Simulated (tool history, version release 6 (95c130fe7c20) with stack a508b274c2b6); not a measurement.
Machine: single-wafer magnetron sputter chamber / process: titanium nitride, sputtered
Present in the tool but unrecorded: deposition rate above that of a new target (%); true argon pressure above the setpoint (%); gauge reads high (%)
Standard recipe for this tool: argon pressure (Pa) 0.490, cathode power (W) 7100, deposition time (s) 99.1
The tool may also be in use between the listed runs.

run,hour,argon pressure (Pa),cathode power (W),deposition time (s),wafers since the last listed run,wafers on the sputter target,hours since the last manometer calibration,hours since the magnet pack was replaced,hours since the gauge calibration,"read-back reference wafer on the same gauge, thickness_nm",mean film thickness on the monitor wafer (angstrom)
1,0.0,0.490,7100,83.9,0,4941,361.7,9595.2,1268.2,147.943,1013.75
2,78.7,0.490,7100,83.9,1156,6098,440.4,9673.9,1346.9,148.094,1003.29
3,123.1,0.490,7100,83.9,652,6751,484.8,9718.3,1391.3,148.145,995.09
4,178.7,0.490,7100,99.1,817,7568,540.4,9773.9,1446.9,148.110,1172.11
5,258.5,0.490,7100,99.1,1173,8741,620.2,9853.7,1526.7,148.123,1153.35
6,320.5,0.490,7100,99.1,911,9653,682.2,9915.7,1588.7,148.070,1154.73
# hour 339.5: sputter target and shields replaced
7,426.1,0.490,7100,99.1,1434,1272,787.8,10021.3,1694.3,147.994,1213.74
8,471.7,0.490,7100,99.1,670,1943,833.4,10066.9,1739.9,147.950,1213.03
9,557.1,0.490,7100,99.1,1255,3198,918.8,10152.3,1825.3,147.939,1199.10
10,661.0,0.490,7100,88.9,1527,4725,1022.7,10256.2,1929.2,148.029,1065.11
# hour 703.9: gauge calibrated
11,766.0,0.490,7100,88.9,1543,6269,1127.7,10361.2,62.1,148.031,1053.89
12,848.4,0.490,7100,94.4,1211,7480,1210.1,10443.6,144.5,147.859,1119.17
# hour 911.6: sputter target and shields replaced
13,914.4,0.555,5950,99.1,852,41,1276.1,10509.6,210.5,147.951,992.56
14,956.7,0.490,7100,99.1,621,662,1318.4,10551.9,252.8,147.971,1206.79
15,1055.9,0.303,6050,87.0,1458,2121,1417.6,10651.1,352.0,148.095,975.13
16,1102.9,0.679,8250,107.1,690,2812,1464.6,10698.1,399.0,148.205,1375.82
17,1159.5,0.320,7100,99.1,832,3644,1521.2,10754.7,455.6,147.889,1273.80
# hour 1206.7: magnet pack replaced
18,1258.1,0.490,7100,99.1,1331,4976,1619.8,51.4,554.2,148.174,1178.00
19,1331.2,0.490,7100,88.9,1074,6050,1692.9,124.5,627.3,148.076,1046.68
# hour 1352.1: capacitance manometer re-zeroed and calibrated
20,1413.8,0.383,8100,105.0,1096,7147,61.7,207.1,709.9,147.944,1494.98
# hour 1461.7: sputter target and shields replaced
21,1513.4,0.542,5750,99.1,1346,760,161.3,306.7,809.5,148.101,978.28
22,1565.1,0.490,8800,79.6,760,1520,213.0,358.4,861.2,148.131,1216.03
23,1623.0,0.490,7100,94.4,851,2371,270.9,416.3,919.1,147.899,1152.51
24,1709.3,0.623,8150,81.5,1268,3640,357.2,502.6,1005.4,148.141,1068.81
25,1786.5,0.364,7750,99.1,1134,4775,434.4,579.8,1082.6,147.882,1367.82
26,1857.7,0.422,7100,99.1,1046,5821,505.6,651.0,1153.8,148.016,1213.56
27,1963.3,0.490,8650,79.9,1552,7374,611.2,756.6,1259.4,147.894,1145.11
28,2045.0,0.490,8800,79.6,1201,8575,692.9,838.3,1341.1,148.111,1144.70
29,2103.4,0.566,5550,107.7,858,9433,751.3,896.7,1399.5,148.072,942.07
# hour 2120.1: sputter target and shields replaced
30,2142.6,0.490,8800,116.1,458,331,790.5,935.9,1438.7,147.929,1767.91
31,2188.8,0.490,7100,85.5,679,1010,836.7,982.1,1484.9,147.899,1049.14
32,2227.5,0.657,8450,99.1,568,1579,875.4,1020.8,1523.6,147.946,1339.68
33,2280.0,0.490,7100,99.1,771,2350,927.9,1073.3,1576.1,147.955,1202.31
34,2373.8,0.669,5400,106.1,1378,3729,1021.7,1167.1,1669.9,147.957,897.85

Subtracting, for every run, the result it would have given without the tool's unlogged condition from the measured result gives the following. The same run-to-run variation enters both numbers; the gauge's scatter may not:
run,mean film thickness on the monitor wafer (angstrom)
1,-49.05
2,-58.39
3,-63.34
4,-82.57
5,-92.38
6,-101.09
7,-35.91
8,-41.71
9,-51.99
10,-57.83
11,-68.90
12,-82.97
13,-35.47
14,-44.27
15,-35.69
16,-83.60
17,-60.72
18,-78.72
19,-77.78
20,-86.97
21,-21.83
22,-34.36
23,-41.21
24,-54.23
25,-70.83
26,-75.67
27,-89.06
28,-100.21
29,-92.45
30,-51.68
31,-35.75
32,-61.73
33,-52.46
34,-56.16
